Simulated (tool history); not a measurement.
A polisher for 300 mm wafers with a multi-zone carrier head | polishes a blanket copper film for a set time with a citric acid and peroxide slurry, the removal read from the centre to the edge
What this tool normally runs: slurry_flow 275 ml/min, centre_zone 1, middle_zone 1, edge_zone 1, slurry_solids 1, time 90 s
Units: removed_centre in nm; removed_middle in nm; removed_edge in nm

run	hour	slurry_flow	centre_zone	middle_zone	edge_zone	slurry_solids	time	incoming thickness of the incoming film, nm	removed_centre	removed_middle	removed_edge
1	0	275	1	1	1	1	90	1157.8	184.6	178	179.5
# hour 3.3: slurry nozzle cleaned
2	59.1	275	1	1	1	1	90	1158.2	186.1	177.4	178.9
# hour 87.7: centre zone pressure recalibrated
3	108.3	275	1.05	0.94	1	1	63	1171.5	127.7	117.3	122.7
4	169.9	275	0.94	0.94	1	0.9	67	1171.8	119.6	121.1	122.4
5	223.7	275	1	1.11	1	1	90	1178.1	171.1	176.7	168.7
# hour 312.8: worn pad replaced by a new one
6	326.1	275	0.92	1	1.09	1.25	90	1166.1	184.6	198.3	206.7
# hour 438.4: carrier head's membrane replaced by a new one
7	592.8	340	1	1	1	1	90	1168.6	192.1	188.9	183.6
# hour 656.2: slurry nozzle cleaned
8	776.3	275	1.08	1	1	1	90	1190.5	192.5	171.8	175.8
9	819.9	275	1.05	1	1	1	103	1161.5	212.6	198.6	198.4
# hour 858.9: edge zone pressure recalibrated
# hour 1003: worn pad replaced by a new one
# hour 1011.4: centre zone pressure recalibrated
10	1126.4	195	0.94	1	0.93	1.2	90	1160.4	173.9	188.8	180.5
11	1191.7	275	1	1	1.07	0.75	117	1185	234.3	232.2	231.2
12	1232.1	275	1	1	1	1	90	1168.5	194.4	185	186
13	1274.3	275	1	1	1	1	90	1166.9	189.8	183	184.3
14	1315.2	275	1	0.96	1	1.15	90	1193.5	194.5	182.6	188.8
# hour 1367.9: slurry nozzle cleaned
15	1397.3	275	1	1	1	1	90	1161.2	178.4	182.9	181.9
16	1445.3	185	1	1	1	0.8	100	1190.9	180.7	180.4	183.7

What does the tool deliver on the next run?
# hour 1469.3: carrier head's membrane replaced by a new one
17	1495.7	275	1	0.88	1	1.1	114	1146.5	?	?	?

removed_centre: 233.3 nm
removed_middle: 209.9 nm
removed_edge: 223.2 nm
With no hidden state in the tool, this same run would have given removed_centre 250.2 nm, removed_middle 225.2 nm, removed_edge 239.4 nm.
